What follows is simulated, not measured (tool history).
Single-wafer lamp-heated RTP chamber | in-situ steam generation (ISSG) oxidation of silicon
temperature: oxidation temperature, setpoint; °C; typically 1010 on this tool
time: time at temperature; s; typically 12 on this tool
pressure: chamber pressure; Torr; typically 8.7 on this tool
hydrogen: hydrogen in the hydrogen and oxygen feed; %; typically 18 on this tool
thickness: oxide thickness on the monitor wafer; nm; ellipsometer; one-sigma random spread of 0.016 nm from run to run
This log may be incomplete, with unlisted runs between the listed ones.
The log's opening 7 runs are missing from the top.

run    hour  temperature  time  pressure  hydrogen  wafers since the last listed run  wafers since the last pyrometer calibration  hours since the pressure gauge was zeroed  hours since the hydrogen flow controller was replaced  hours since the gauge calibration  read-back reference wafer on the same gauge, thickness  thickness
  8   695.7         1010    12       8.0        18                              1211                                         1813                                     4458.7                                                 1677.0                             2550.4                                                   4.099      4.184
  9   782.3         1010    12       8.7        12                              1039                                         2852                                     4545.3                                                 1763.6                             2637.0                                                   4.100      3.780
      817.8  -- pressure gauge zeroed
 10   853.5         1010    12       8.7        12                               758                                         3611                                       35.7                                                 1834.8                             2708.2                                                   4.104      3.793
 11   936.0         1010     9       8.7        18                               990                                         4602                                      118.2                                                 1917.3                             2790.7                                                   4.099      3.670
 12   982.7         1010     9       8.7        18                               560                                         5162                                      164.9                                                 1964.0                             2837.4                                                   4.100      3.688
 13  1065.7         1010     9       8.7        18                               996                                         6159                                      247.9                                                 2047.0                             2920.4                                                   4.096      3.694
     1117.2  -- gauge calibrated
 14  1134.8         1010    12       9.6        18                               829                                         6988                                      317.0                                                 2116.1                               17.6                                                   4.098      4.155
 15  1196.9         1003    12       8.7        18                               745                                         7734                                      379.1                                                 2178.2                               79.7                                                   4.099      4.142
     1239.0  -- pyrometer window cleaned and pyrometer calibrated
 16  1288.9         1026    12       8.7        25                              1008                                          599                                      471.1                                                 2270.2                              171.7                                                   4.096      4.715
 17  1363.8         1003    16       8.7        18                               899                                         1498                                      546.0                                                 2345.1                              246.6                                                   4.094      4.608
 18  1420.0         1000    16       9.5        12                               674                                         2173                                      602.2                                                 2401.3                              302.8                                                   4.098      4.115
 19  1464.2         1010    12       8.7        25                               530                                         2703                                      646.4                                                 2445.5                              347.0                                                   4.104      4.517
 20  1513.3         1004     8       9.7        18                               589                                         3293                                      695.5                                                 2494.6                              396.1                                                   4.100      3.354

What does the tool deliver on the next run?
 21  1561.4         1010    12       8.7        18                               577                                         3870                                      743.6                                                 2542.7                              444.2                                                       ?          ?

read-back reference wafer on the same gauge, thickness: 4.100
thickness: 4.169 nm
Had the tool carried no hidden state, the very same run would have given thickness 4.080 nm.

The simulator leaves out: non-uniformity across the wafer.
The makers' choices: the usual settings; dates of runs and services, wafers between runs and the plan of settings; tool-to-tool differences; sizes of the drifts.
